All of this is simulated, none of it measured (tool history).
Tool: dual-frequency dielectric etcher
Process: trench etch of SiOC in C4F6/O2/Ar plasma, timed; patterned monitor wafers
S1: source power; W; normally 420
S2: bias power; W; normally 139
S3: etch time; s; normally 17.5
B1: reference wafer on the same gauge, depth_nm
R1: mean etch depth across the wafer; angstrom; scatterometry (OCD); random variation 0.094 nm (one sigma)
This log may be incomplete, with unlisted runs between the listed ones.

run   hour   S1   S2    S3     B1     R1
  1      0  420  112  21.5  34.03  360.7
  2   27.8  420  112  21.5  34.16  362.8
  3   85.6  480  139  17.5  34.17  324.5
     161.1  -- wet clean of the chamber
  4  161.6  480  139  17.5  34.22    326
  5  201.4  420  139  17.5  34.27    319
  6  251.1  420  139  17.5  34.29  317.2
  7  315.6  420  139  17.5  34.36  317.3
  8  375.2  420  139  17.5  34.46  318.2
  9  437.7  420  139  17.5  34.52    320
     449.7  -- gauge calibrated
 10  474.4  420  139  17.5  33.93  314.1
     513.2  -- bias power generator calibrated
     566.1  -- upper electrode replaced
 11  566.6  420  139  17.5  33.93  313.1
 12  571.4  420  139  17.5  33.95  313.2
 13  624.6  420  139  17.5  33.94  316.3
       689  -- wet clean of the chamber
 14  692.5  420  165  17.5     34  332.4
 15  722.7  420  139  17.5  33.97  314.6

For run 16, what comes out?
 16  774.5  420  139  17.5   ?   ?

Run 16 produced B1 34.02, R1 315.2 angstrom.
With no hidden state in the tool, this same run would have given R1 314.1 angstrom.
